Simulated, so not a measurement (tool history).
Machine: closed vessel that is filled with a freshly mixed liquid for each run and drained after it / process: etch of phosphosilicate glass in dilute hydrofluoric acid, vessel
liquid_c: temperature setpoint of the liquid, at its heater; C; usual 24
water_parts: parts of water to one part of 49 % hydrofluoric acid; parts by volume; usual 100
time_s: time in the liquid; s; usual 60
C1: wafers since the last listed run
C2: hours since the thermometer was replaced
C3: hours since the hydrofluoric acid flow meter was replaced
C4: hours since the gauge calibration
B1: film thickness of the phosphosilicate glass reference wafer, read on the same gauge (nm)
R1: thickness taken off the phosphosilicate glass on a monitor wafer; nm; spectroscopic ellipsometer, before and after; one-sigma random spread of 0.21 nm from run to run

{"run": 1, "hour": 0.0, "liquid_c": 24, "water_parts": 100, "time_s": 85, "C1": 0, "C2": 491.4, "C3": 617.1, "C4": 420, "B1": 39.99, "R1": 68.45}
{"run": 2, "hour": 77.9, "liquid_c": 24, "water_parts": 70, "time_s": 60, "C1": 9003, "C2": 569.3, "C3": 695, "C4": 497.9, "B1": 40.03, "R1": 71.9}
{"hour": 84.4, "done": "thermometer replaced"}
{"run": 3, "hour": 156.6, "liquid_c": 24, "water_parts": 100, "time_s": 60, "C1": 8980, "C2": 72.2, "C3": 773.7, "C4": 576.6, "B1": 40.06, "R1": 48.81}
{"run": 4, "hour": 217.6, "liquid_c": 24, "water_parts": 100, "time_s": 60, "C1": 7050, "C2": 133.2, "C3": 834.7, "C4": 637.6, "B1": 40.05, "R1": 48.56}
{"run": 5, "hour": 321.4, "liquid_c": 24, "water_parts": 100, "time_s": 60, "C1": 11997, "C2": 237, "C3": 938.5, "C4": 741.4, "B1": 40.03, "R1": 48.76}
{"run": 6, "hour": 401.1, "liquid_c": 24, "water_parts": 100, "time_s": 60, "C1": 9211, "C2": 316.7, "C3": 1018.2, "C4": 821.1, "B1": 39.97, "R1": 48.82}
{"run": 7, "hour": 606.8, "liquid_c": 24, "water_parts": 100, "time_s": 60, "C1": 23775, "C2": 522.4, "C3": 1223.9, "C4": 1026.8, "B1": 40, "R1": 49.39}
{"hour": 678.5, "done": "thermometer replaced"}
{"run": 8, "hour": 682.3, "liquid_c": 24, "water_parts": 100, "time_s": 60, "C1": 8610, "C2": 3.8, "C3": 1299.4, "C4": 1102.3, "B1": 40.02, "R1": 49.36}
{"run": 9, "hour": 773.8, "liquid_c": 24, "water_parts": 100, "time_s": 60, "C1": 10575, "C2": 95.3, "C3": 1390.9, "C4": 1193.8, "B1": 39.99, "R1": 49.04}
{"run": 10, "hour": 880.9, "liquid_c": 24, "water_parts": 100, "time_s": 60, "C1": 12378, "C2": 202.4, "C3": 1498, "C4": 1300.9, "B1": 40.04, "R1": 49.23}
{"run": 11, "hour": 974.8, "liquid_c": 24, "water_parts": 75, "time_s": 60, "C1": 10853, "C2": 296.3, "C3": 1591.9, "C4": 1394.8, "B1": 40.02, "R1": 68.41}
{"run": 12, "hour": 1034.6, "liquid_c": 24, "water_parts": 100, "time_s": 60, "C1": 6911, "C2": 356.1, "C3": 1651.7, "C4": 1454.6, "B1": 39.97, "R1": 49.35}
{"hour": 1045.4, "done": "gauge calibrated"}
{"run": 13, "hour": 1092.5, "liquid_c": 24, "water_parts": 100, "time_s": 60, "C1": 6692, "C2": 414, "C3": 1709.6, "C4": 47.1, "B1": 40, "R1": 49.72}
{"hour": 1094.1, "done": "hydrofluoric acid flow meter replaced"}
{"run": 14, "hour": 1138.5, "liquid_c": 24, "water_parts": 100, "time_s": 60, "C1": 5201, "C2": 460, "C3": 44.4, "C4": 93.1, "B1": 39.99, "R1": 47.79}
{"run": 15, "hour": 1186.6, "liquid_c": 22, "water_parts": 85, "time_s": 60, "C1": 5559, "C2": 508.1, "C3": 92.5, "C4": 141.2, "B1": 40.01, "R1": 52.58}
{"run": 16, "hour": 1235.4, "liquid_c": 26.5, "water_parts": 100, "time_s": 50, "C1": 5640, "C2": 556.9, "C3": 141.3, "C4": 190, "B1": 40.03, "R1": 43.7}
{"hour": 1322.5, "done": "thermometer replaced"}
{"run": 17, "hour": 1325.7, "liquid_c": 24, "water_parts": 100, "time_s": 35, "C1": 10321, "C2": 3.2, "C3": 231.6, "C4": 280.3, "B1": 39.99, "R1": 27.75}
{"run": 18, "hour": 1395.7, "liquid_c": 28, "water_parts": 55, "time_s": 45, "C1": 8090, "C2": 73.2, "C3": 301.6, "C4": 350.3, "B1": 39.98, "R1": 81.44}
{"run": 19, "hour": 1454.2, "liquid_c": 24, "water_parts": 100, "time_s": 45, "C1": 6761, "C2": 131.7, "C3": 360.1, "C4": 408.8, "B1": 40.01, "R1": 36.02}
{"run": 20, "hour": 1536.3, "liquid_c": 24, "water_parts": 135, "time_s": 60, "C1": 9489, "C2": 213.8, "C3": 442.2, "C4": 490.9, "B1": 40.03, "R1": 34}
{"run": 21, "hour": 1592.0, "liquid_c": 28.5, "water_parts": 140, "time_s": 30, "C1": 6437, "C2": 269.5, "C3": 497.9, "C4": 546.6, "B1": 40, "R1": 19.34}
{"run": 22, "hour": 1716.3, "liquid_c": 24, "water_parts": 100, "time_s": 60, "C1": 14366, "C2": 393.8, "C3": 622.2, "C4": 670.9, "B1": 39.98, "R1": 48.52}
{"run": 23, "hour": 1757.7, "liquid_c": 22.5, "water_parts": 100, "time_s": 60, "C1": 4785, "C2": 435.2, "C3": 663.6, "C4": 712.3, "B1": 39.98, "R1": 45.41}
{"run": 24, "hour": 1845.9, "liquid_c": 24, "water_parts": 100, "time_s": 60, "C1": 10194, "C2": 523.4, "C3": 751.8, "C4": 800.5, "B1": 39.98, "R1": 48.54}
{"run": 25, "hour": 1946.7, "liquid_c": 21, "water_parts": 100, "time_s": 80, "C1": 11650, "C2": 624.2, "C3": 852.6, "C4": 901.3, "B1": 39.96, "R1": 57.45}
{"hour": 2016.4, "done": "thermometer replaced"}
{"run": 26, "hour": 2030.9, "liquid_c": 24, "water_parts": 80, "time_s": 85, "C1": 9616, "C2": 14.5, "C3": 936.8, "C4": 985.5, "B1": 40.04, "R1": 87.54}
{"run": 27, "hour": 2076.0, "liquid_c": 24, "water_parts": 115, "time_s": 60, "C1": 5212, "C2": 59.6, "C3": 981.9, "C4": 1030.6, "B1": 39.97, "R1": 41.44}
{"run": 28, "hour": 2161.8, "liquid_c": 19.5, "water_parts": 100, "time_s": 40, "C1": 9916, "C2": 145.4, "C3": 1067.7, "C4": 1116.4, "B1": 40.01, "R1": 26.91}
{"run": 29, "hour": 2247.5, "liquid_c": 24, "water_parts": 100, "time_s": 60, "C1": 9905, "C2": 231.1, "C3": 1153.4, "C4": 1202.1, "B1": 40, "R1": 48.94}
{"run": 30, "hour": 2352.4, "liquid_c": 24, "water_parts": 145, "time_s": 40, "C1": 12124, "C2": 336, "C3": 1258.3, "C4": 1307, "B1": 40.04, "R1": 21.34}
{"run": 31, "hour": 2433.4, "liquid_c": 22, "water_parts": 50, "time_s": 75, "C1": 9362, "C2": 417, "C3": 1339.3, "C4": 1388, "B1": 40.03, "R1": 119.42}
{"run": 32, "hour": 2510.8, "liquid_c": 24, "water_parts": 150, "time_s": 75, "C1": 8946, "C2": 494.4, "C3": 1416.7, "C4": 1465.4, "B1": 40.02, "R1": 38.47}
{"run": 33, "hour": 2583.4, "liquid_c": 20.5, "water_parts": 120, "time_s": 40, "C1": 8391, "C2": 567, "C3": 1489.3, "C4": 1538, "B1": 39.99, "R1": 23.25}

How would selected steps in R1 from run to run divide? Give the signed amount a tool lacking its hidden state would still show from settings, what came in and random variation, and the signed amount left for the hidden state, including any gauge scatter that is not in both of the compared results.
Hidden conditions of the tool in this case: liquid hotter than its thermometer reads (K); hydrofluoric acid flow above the setpoint (%); gauge reads high (%).
Run 13 -> 14: hydrofluoric acid flow meter replaced. R1 -1.93 nm: hidden state -1.72, all else -0.21.
Run 17 -> 18: liquid_c 24 -> 28, water_parts 100 -> 55, time_s 35 -> 45. R1 +53.69 nm: hidden state +0.31, all else +53.38.
Run 30 -> 31: liquid_c 24 -> 22, water_parts 145 -> 50, time_s 40 -> 75. R1 +98.08 nm: hidden state +2.25, all else +95.83.
Run 31 -> 32: liquid_c 22 -> 24, water_parts 50 -> 150. R1 -80.95 nm: hidden state -1.72, all else -79.23.
